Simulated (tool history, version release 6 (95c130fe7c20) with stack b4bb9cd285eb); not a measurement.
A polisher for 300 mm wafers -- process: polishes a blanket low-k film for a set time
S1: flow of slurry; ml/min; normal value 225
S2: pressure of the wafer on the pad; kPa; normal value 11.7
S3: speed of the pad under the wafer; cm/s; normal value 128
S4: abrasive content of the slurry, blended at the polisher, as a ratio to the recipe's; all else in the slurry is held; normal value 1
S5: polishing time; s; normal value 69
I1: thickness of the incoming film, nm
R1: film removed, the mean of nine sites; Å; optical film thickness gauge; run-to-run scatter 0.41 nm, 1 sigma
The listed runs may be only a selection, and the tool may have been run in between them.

| run | hour | S1 | S2 | S3 | S4 | S5 | I1 | R1 |
|---|---|---|---|---|---|---|---|---|
| 1 | 0 | 225 | 11.7 | 128 | 1 | 69 | 477.6 | 371 |
|  | 28.4 | worn pad replaced by a new one |
| 2 | 51 | 205 | 11.7 | 84 | 1.15 | 57 | 469.8 | 237 |
| 3 | 120.3 | 175 | 11.7 | 128 | 1 | 51 | 466.3 | 259 |
| 4 | 184.9 | 305 | 13.1 | 96 | 1 | 87 | 465.3 | 439 |
|  | 278.9 | conditioning disc replaced and pad reconditioned |
| 5 | 317.2 | 165 | 11.7 | 128 | 1 | 69 | 468.5 | 348 |
| 6 | 401.4 | 225 | 11.7 | 128 | 1 | 69 | 476.1 | 363 |
| 7 | 498.8 | 225 | 11.7 | 128 | 1 | 69 | 467.4 | 369 |
|  | 526 | head pressure recalibrated |
| 8 | 544.4 | 225 | 11.7 | 94 | 1 | 80 | 468.7 | 341 |
|  | 566.4 | slurry blender recalibrated |
|  | 630.5 | slurry nozzle cleaned |
| 9 | 637.6 | 225 | 9.7 | 114 | 0.85 | 54 | 469.7 | 194 |
|  | 722.3 | worn pad replaced by a new one |
| 10 | 727.6 | 245 | 11.7 | 128 | 1 | 69 | 468.2 | 373 |
| 11 | 806.1 | 225 | 13.1 | 172 | 1.25 | 69 | 476.6 | 575 |
| 12 | 909.6 | 225 | 11.7 | 128 | 1 | 69 | 470.2 | 373 |
| 13 | 997.2 | 225 | 8.3 | 128 | 1.15 | 69 | 466.6 | 280 |
|  | 1049.5 | conditioning disc replaced and pad reconditioned |
| 14 | 1102.7 | 225 | 15.9 | 116 | 1 | 69 | 473.8 | 456 |
| 15 | 1169.3 | 300 | 11.7 | 100 | 1 | 69 | 469.7 | 319 |
| 16 | 1257.5 | 225 | 11.7 | 144 | 1 | 47 | 471.2 | 275 |
| 17 | 1351.5 | 225 | 11.7 | 128 | 1.25 | 69 | 468.8 | 420 |
|  | 1423.6 | slurry blender recalibrated |
| 18 | 1449.7 | 225 | 13.8 | 128 | 1 | 69 | 467.5 | 431 |
| 19 | 1513.8 | 225 | 11.7 | 128 | 1.2 | 69 | 472.9 | 400 |
|  | 1521.9 | worn pad replaced by a new one |
|  | 1535.6 | slurry nozzle cleaned |
| 20 | 1556.4 | 175 | 11.7 | 128 | 1.25 | 69 | 475.9 | 398 |
|  | 1569.5 | head pressure recalibrated |
| 21 | 1625.5 | 165 | 11.7 | 128 | 1 | 47 | 467.4 | 240 |
| 22 | 1716.7 | 225 | 11.7 | 128 | 1 | 69 | 467.8 | 367 |
| 23 | 1770.8 | 185 | 11.7 | 96 | 1 | 69 | 469.6 | 291 |
| 24 | 1840.2 | 250 | 14.5 | 144 | 1 | 69 | 473.7 | 506 |
|  | 1853.7 | conditioning disc replaced and pad reconditioned |
| 25 | 1907.3 | 225 | 11.7 | 154 | 1 | 69 | 465.6 | 423 |

Predict each of these 4 candidate next runs independently; none follows another, all start after run 25:
| A | 1907.7 | 225 | 11.7 | 128 | 1 | 69 | 471.2 | ? |
| B | 1907.7 | 275 | 15.2 | 128 | 1 | 69 | 471.2 | ? |
| C | 1907.7 | 225 | 11.7 | 128 | 0.7 | 69 | 471.2 | ? |
| D | 1907.7 | 225 | 9 | 128 | 1 | 46 | 471.2 | ? |

| run | R1 |
|---|---|
| A | 368 |
| B | 487 |
| C | 287 |
| D | 188 |
Without the tool's hidden state the same runs would have given:
| run | R1 |
|---|---|
| A | 368 |
| B | 487 |
| C | 287 |
| D | 188 |
